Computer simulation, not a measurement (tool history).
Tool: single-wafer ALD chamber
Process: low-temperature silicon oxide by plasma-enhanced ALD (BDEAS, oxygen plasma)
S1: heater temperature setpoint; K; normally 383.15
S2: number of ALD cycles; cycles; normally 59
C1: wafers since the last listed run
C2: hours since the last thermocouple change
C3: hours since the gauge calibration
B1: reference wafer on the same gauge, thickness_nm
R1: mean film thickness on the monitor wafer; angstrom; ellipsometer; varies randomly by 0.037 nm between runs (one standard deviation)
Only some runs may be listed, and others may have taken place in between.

run   hour      S1  S2   C1      C2     C3     B1      R1
  1      0  383.15  59    0  2554.5    219  9.889   81.98
  2   10.9  376.15  59   62  2565.4  229.9  9.886    83.9
  3   26.5  383.15  59   90    2581  245.5  9.888   83.32
  4   33.2  383.15  66   38  2587.7  252.2  9.895   93.23
  5     47  383.15  59   79  2601.5    266   9.89   82.93
  6   55.9  383.15  59   51  2610.4  274.9  9.899   83.45
  7   73.9  383.15  59  103  2628.4  292.9  9.877    82.4
  8   85.4  383.15  59   66  2639.9  304.4  9.891   83.02
  9   98.8  383.15  59   77  2653.3  317.8  9.897   83.03
 10  111.7  383.15  59   74  2666.2  330.7   9.89   82.78
 11  142.9  383.15  59  180  2697.4  361.9  9.898   82.74
 12  149.2  383.15  59   36  2703.7  368.2   9.89   82.83
 13  162.3  383.15  59   75  2716.8  381.3  9.885    83.1
 14  176.7  374.15  71   83  2731.2  395.7  9.895  101.24
 15  205.7  389.15  66  167  2760.2  424.7  9.888   91.33
 16  218.2  390.15  69   72  2772.7  437.2  9.885   95.21
 17  229.9  383.15  59   67  2784.4  448.9  9.883   82.88
 18  236.5  389.15  52   38    2791  455.5  9.881   72.42
     251.5  -- gauge calibrated
 19  251.9  383.15  59   88  2806.4    0.4  9.902   82.75
     285.6  -- thermocouple changed; heater temperature recalibrated
 20  295.4  391.15  66  204     9.8   43.9   9.89   90.78
 21  305.7  391.15  63   59    20.1   54.2  9.885   86.56
 22  319.3  378.15  59   78    33.7   67.8  9.879   83.35
 23  325.6  383.15  59   36      40   74.1  9.898   82.92
 24  337.2  373.15  66   66    51.6   85.7  9.895   95.28
 25  354.6  379.15  69  100      69  103.1  9.887   97.19
 26  366.3  391.15  59   67    80.7  114.8  9.905    81.8

Below are 4 alternative next runs, each starting from the tool's condition after run 26. Predict each:
  A  366.8  383.15  59   2  81.2  115.3   ?   ?
  B  366.8  389.15  59   2  81.2  115.3   ?   ?
  C  366.8  369.15  63   2  81.2  115.3   ?   ?
  D  366.8  388.15  50   2  81.2  115.3   ?   ?

run     B1     R1
  A  9.892  83.77
  B  9.892  82.76
  C  9.892  92.88
  D  9.892  70.28
The same runs, with their run-to-run variation unchanged, on a tool lacking any hidden condition would have given:
run     R1
  A  83.77
  B  82.76
  C  92.88
  D  70.28
